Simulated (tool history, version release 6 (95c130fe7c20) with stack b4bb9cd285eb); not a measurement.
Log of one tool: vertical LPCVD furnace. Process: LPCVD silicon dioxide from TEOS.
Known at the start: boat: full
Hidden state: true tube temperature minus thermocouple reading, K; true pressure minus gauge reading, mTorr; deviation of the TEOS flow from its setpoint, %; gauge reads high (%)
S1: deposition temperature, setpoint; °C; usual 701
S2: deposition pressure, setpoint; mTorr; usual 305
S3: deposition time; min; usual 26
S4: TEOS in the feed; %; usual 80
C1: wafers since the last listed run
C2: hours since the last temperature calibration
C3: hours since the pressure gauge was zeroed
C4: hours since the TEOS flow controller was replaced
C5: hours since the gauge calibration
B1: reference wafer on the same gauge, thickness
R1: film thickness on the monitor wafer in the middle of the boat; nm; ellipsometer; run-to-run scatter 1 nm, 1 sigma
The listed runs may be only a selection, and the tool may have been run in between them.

run	hour	S1	S2	S3	S4	C1	C2	C3	C4	C5	B1	R1
1	0	701	305	26	80	0	929.9	2741.4	3839.2	287.4	205.61	207.89
2	26.9	701	305	26	80	357	956.8	2768.3	3866.1	314.3	205.17	207.24
3	49.5	701	305	26	80	300	979.4	2790.9	3888.7	336.9	206.17	207.09
4	75.3	701	305	26	80	342	1005.2	2816.7	3914.5	362.7	205.52	207.79
5	102.7	701	305	26	80	363	1032.6	2844.1	3941.9	390.1	205.86	207.05
6	130.1	701	305	26	80	363	1060	2871.5	3969.3	417.5	206.21	208.79
7	149.6	701	305	26	80	258	1079.5	2891	3988.8	437	206.19	207.05
8	169.2	701	245	26	80	260	1099.1	2910.6	4008.4	456.6	206.38	185.39
9	185.4	701	305	26	80	215	1115.3	2926.8	4024.6	472.8	206.49	208.93
10	220.2	701	305	26	80	462	1150.1	2961.6	4059.4	507.6	206.65	207.63
11	253	701	305	26	80	435	1182.9	2994.4	4092.2	540.4	206.84	207.59
12	283.8	701	270	26	89	408	1213.7	3025.2	4123	571.2	206.74	206.24
13	297.3	701	270	26	89	179	1227.2	3038.7	4136.5	584.7	206.96	207.01
14	320.2	701	350	26	80	304	1250.1	3061.6	4159.4	607.6	207.14	223.69
15	353.5	701	350	26	80	442	1283.4	3094.9	4192.7	640.9	206.69	224.77
16	371.7	701	305	26	80	241	1301.6	3113.1	4210.9	659.1	207.38	207.82
17	400	701	275	26	89	375	1329.9	3141.4	4239.2	687.4	207.11	208.79
18	416.1	692	250	23.5	80	213	1346	3157.5	4255.3	703.5	206.78	137.82
# hour 460.5: TEOS flow controller replaced
19	461	698	305	30.5	70	277	1390.9	3202.4	0.5	748.4	207.57	215.17
20	471.6	701	305	26	91	140	1401.5	3213	11.1	759	207.09	223.21
# hour 493.3: gauge calibrated
21	496.4	701	305	26	80	329	1426.3	3237.8	35.9	3.1	200.73	203.94
22	515.8	693	330	19.5	85	257	1445.7	3257.2	55.3	22.5	201.17	134.67
# hour 547.2: pressure gauge zeroed
23	547.7	691	305	30.5	90	104	1477.6	0.5	87.2	54.4	201.7	199.44
24	560.4	701	305	21	75	168	1490.3	13.2	99.9	67.1	201.86	159.04
25	595.8	701	270	32.5	88	469	1525.7	48.6	135.3	102.5	203.02	250.26
# hour 628.9: thermocouples replaced and temperature profile calibrated
26	629.4	701	305	26	95	127	0.5	82.2	168.9	136.1	203.25	222.48
27	650.3	695	340	33	80	277	21.4	103.1	189.8	157	203.59	239.45
28	666.2	701	305	26	80	211	37.3	119	205.7	172.9	203.43	203.94
29	735.4	701	330	17	75	918	106.5	188.2	274.9	242.1	204.63	135.56
30	768.7	701	305	21	75	442	139.8	221.5	308.2	275.4	204.48	161.77
31	784.9	701	235	20.5	80	215	156	237.7	324.4	291.6	204.64	143.36
32	806.1	701	260	26	80	281	177.2	258.9	345.6	312.8	205.46	190.75

Take each entry between the runs: how does the hidden state at the last listed run before it differ from the hidden state at the first listed run after it?
Run 18 -> run 19: TEOS flow controller replaced (hour 460.5)
  gauge reads high (%): 3.01 -> 3.05
  difference, measured minus the result without the unlogged condition, R1: +4.04 -> +6.37 nm
Run 20 -> run 21: gauge calibrated (hour 493.3)
  gauge reads high (%): 3.06 -> -0.22
  difference, measured minus the result without the unlogged condition, R1: +6.62 -> -0.45 nm
Run 22 -> run 23: pressure gauge zeroed (hour 547.2)
  gauge reads high (%): 0.0133 -> 0.361
  difference, measured minus the result without the unlogged condition, R1: +0.02 -> +0.71 nm
Run 25 -> run 26: thermocouples replaced and temperature profile calibrated (hour 628.9)
  gauge reads high (%): 0.811 -> 1.08
  difference, measured minus the result without the unlogged condition, R1: +2.01 -> +2.38 nm
